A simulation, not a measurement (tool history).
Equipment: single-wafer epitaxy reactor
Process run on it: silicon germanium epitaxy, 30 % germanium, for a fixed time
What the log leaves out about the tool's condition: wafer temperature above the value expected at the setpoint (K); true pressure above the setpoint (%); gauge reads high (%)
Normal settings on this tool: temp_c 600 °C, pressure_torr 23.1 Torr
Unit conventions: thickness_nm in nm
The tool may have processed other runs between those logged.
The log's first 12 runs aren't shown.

| run | hour | temp_c | pressure_torr | wafers since the last listed run | hours since the last pyrometer calibration | hours since the last manometer calibration | hours since the showerhead was replaced | hours since the gauge calibration | read-back reference wafer on the same gauge, thickness_nm | thickness_nm |
|---|---|---|---|---|---|---|---|---|---|---|
| 13 | 326.3 | 604 | 28.1 | 264 | 484.5 | 132.1 | 226.4 | 798.5 | 66.249 | 70.400 |
| 14 | 361.0 | 600 | 26.4 | 595 | 519.2 | 166.8 | 261.1 | 833.2 | 66.315 | 63.166 |
| 15 | 388.3 | 613 | 17.9 | 468 | 546.5 | 194.1 | 288.4 | 860.5 | 66.373 | 75.860 |
| 16 | 414.8 | 595 | 20.8 | 455 | 573.0 | 220.6 | 314.9 | 887.0 | 66.247 | 54.038 |
| 17 | 441.5 | 609 | 23.1 | 458 | 599.7 | 247.3 | 341.6 | 913.7 | 66.298 | 75.334 |
| 18 | 475.4 | 600 | 23.1 | 582 | 633.6 | 281.2 | 375.5 | 947.6 | 66.324 | 62.618 |
| 19 | 495.9 | 596 | 21.0 | 352 | 654.1 | 301.7 | 396.0 | 968.1 | 66.300 | 55.510 |
| 20 | 508.3 | 600 | 18.8 | 212 | 666.5 | 314.1 | 408.4 | 980.5 | 66.314 | 59.319 |
| 21 | 532.3 | 612 | 18.2 | 412 | 690.5 | 338.1 | 432.4 | 1004.5 | 66.260 | 75.705 |
|  | 541.3 | gauge calibrated |
| 22 | 567.6 | 591 | 19.6 | 606 | 725.8 | 373.4 | 467.7 | 26.3 | 66.296 | 49.442 |
| 23 | 594.7 | 591 | 20.7 | 465 | 752.9 | 400.5 | 494.8 | 53.4 | 66.298 | 50.294 |
| 24 | 609.5 | 590 | 23.1 | 254 | 767.7 | 415.3 | 509.6 | 68.2 | 66.234 | 50.145 |
|  | 660.1 | pyrometer calibrated |
| 25 | 664.0 | 614 | 25.2 | 798 | 3.9 | 469.8 | 564.1 | 122.7 | 66.266 | 84.884 |
| 26 | 693.3 | 591 | 19.3 | 503 | 33.2 | 499.1 | 593.4 | 152.0 | 66.278 | 49.303 |
| 27 | 713.1 | 612 | 18.3 | 340 | 53.0 | 518.9 | 613.2 | 171.8 | 66.264 | 75.655 |
| 28 | 728.0 | 600 | 21.6 | 255 | 67.9 | 533.8 | 628.1 | 186.7 | 66.258 | 60.795 |
| 29 | 753.3 | 595 | 20.8 | 434 | 93.2 | 559.1 | 653.4 | 212.0 | 66.266 | 54.675 |
| 30 | 773.6 | 608 | 18.4 | 348 | 113.5 | 579.4 | 673.7 | 232.3 | 66.406 | 69.793 |
| 31 | 799.5 | 613 | 21.5 | 444 | 139.4 | 605.3 | 699.6 | 258.2 | 66.328 | 80.046 |
| 32 | 825.3 | 607 | 25.1 | 443 | 165.2 | 631.1 | 725.4 | 284.0 | 66.244 | 73.539 |
| 33 | 858.0 | 589 | 18.4 | 561 | 197.9 | 663.8 | 758.1 | 316.7 | 66.321 | 46.935 |
| 34 | 880.0 | 611 | 20.3 | 377 | 219.9 | 685.8 | 780.1 | 338.7 | 66.294 | 76.326 |
| 35 | 910.6 | 600 | 23.1 | 525 | 250.5 | 716.4 | 810.7 | 369.3 | 66.328 | 63.132 |

What if the next run were any one of these 4? Each begins from the tool's condition after run 35:
| A | 911.0 | 600 | 23.1 | 6 | 250.9 | 716.8 | 811.1 | 369.7 | ? | ? |
| B | 911.0 | 596 | 23.1 | 6 | 250.9 | 716.8 | 811.1 | 369.7 | ? | ? |
| C | 911.0 | 594 | 28.4 | 6 | 250.9 | 716.8 | 811.1 | 369.7 | ? | ? |
| D | 911.0 | 591 | 20.8 | 6 | 250.9 | 716.8 | 811.1 | 369.7 | ? | ? |

| run | read-back reference wafer on the same gauge, thickness_nm | thickness_nm |
|---|---|---|
| A | 66.227 | 61.893 |
| B | 66.227 | 56.922 |
| C | 66.227 | 57.345 |
| D | 66.227 | 50.007 |
With no hidden state in the tool, these same runs would have given:
| run | thickness_nm |
|---|---|
| A | 61.077 |
| B | 56.171 |
| C | 56.589 |
| D | 49.347 |

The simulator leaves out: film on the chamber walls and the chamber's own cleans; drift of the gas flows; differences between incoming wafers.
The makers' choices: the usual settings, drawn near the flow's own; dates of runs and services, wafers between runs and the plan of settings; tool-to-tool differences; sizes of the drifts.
